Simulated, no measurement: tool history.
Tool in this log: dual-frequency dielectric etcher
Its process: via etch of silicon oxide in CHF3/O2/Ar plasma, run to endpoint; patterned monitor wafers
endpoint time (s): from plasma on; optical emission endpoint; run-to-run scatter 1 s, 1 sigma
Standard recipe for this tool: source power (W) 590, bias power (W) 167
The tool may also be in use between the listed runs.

run,hour,source power (W),bias power (W),"incoming incoming film thickness, nm",endpoint time (s)
1,0,590,167,586.4,293.8
2,20.8,590,145,576.9,299.2
3,115.1,590,139,579.3,305.8
4,130,590,139,579.6,303.2
5,165.3,670,135,581,293
# hour 193.1: wet clean of the chamber
6,197.6,590,167,582.3,283.5
7,222.9,590,167,574.6,280
# hour 242: bias power generator calibrated
8,252,590,189,579,275
9,266,590,167,581.4,283.2
10,281.4,590,167,573.1,280.4
11,308.7,590,156,577.1,284
# hour 332.8: source power generator calibrated
12,340.8,590,156,577.7,283.9
13,357,590,167,580.4,285.2
14,370.9,590,208,580.9,270.2
15,385.5,590,167,572.2,280.1
16,409.4,710,154,575.1,267.3
17,425.1,510,183,577.9,296.7
18,443.1,710,179,580.5,261.7
19,465.7,590,167,579.1,284.9
20,500.6,590,167,582.9,289.5
21,536.1,660,205,579.1,264
22,549.4,660,184,582,272
23,566.2,650,189,582.3,272
24,600.1,660,127,585.4,293.9
# hour 644.8: upper electrode replaced
25,645.3,640,195,576.5,271
26,645.7,590,167,576.5,286.8
27,676.8,590,134,584.7,305.9
28,696.5,450,167,576.3,319.2
29,766.4,590,149,574.8,295.6
30,801.5,520,146,579.2,315
31,814.6,680,184,586.2,274
# hour 845.8: wet clean of the chamber
32,850.6,680,128,579.7,280.4
33,863.5,700,167,580.2,264.8
34,889.2,530,181,580.3,292.5
35,908,590,144,578.3,293.5

Pick out some run-to-run changes in endpoint time (s). Of each, how much would a tool without hidden state show as well, from the settings, what came in and chance, and how much is left for the hidden state and any gauge scatter not in both results compared?
Hidden conditions of the tool in this case: etch rate over this chamber's usual, %; source power that arrives over what is set, %; bias power that arrives over what is set, %.
Run 2 -> 3: bias power (W) 145 -> 139. endpoint time (s) +6.6: hidden state +2, all else +4.6.
Run 5 -> 6: source power (W) 670 -> 590, bias power (W) 135 -> 167, wet clean of the chamber. endpoint time (s) -9.5: hidden state -13.1, all else +3.6.
Run 16 -> 17: source power (W) 710 -> 510, bias power (W) 154 -> 183. endpoint time (s) +29.4: hidden state +0.6, all else +28.8.
Run 17 -> 18: source power (W) 510 -> 710, bias power (W) 183 -> 179. endpoint time (s) -35: hidden state -0.2, all else -34.8.
Run 30 -> 31: source power (W) 520 -> 680, bias power (W) 146 -> 184. endpoint time (s) -41: hidden state -1.3, all else -39.7.
Run 31 -> 32: bias power (W) 184 -> 128, wet clean of the chamber. endpoint time (s) +6.4: hidden state -8.8, all else +15.2.

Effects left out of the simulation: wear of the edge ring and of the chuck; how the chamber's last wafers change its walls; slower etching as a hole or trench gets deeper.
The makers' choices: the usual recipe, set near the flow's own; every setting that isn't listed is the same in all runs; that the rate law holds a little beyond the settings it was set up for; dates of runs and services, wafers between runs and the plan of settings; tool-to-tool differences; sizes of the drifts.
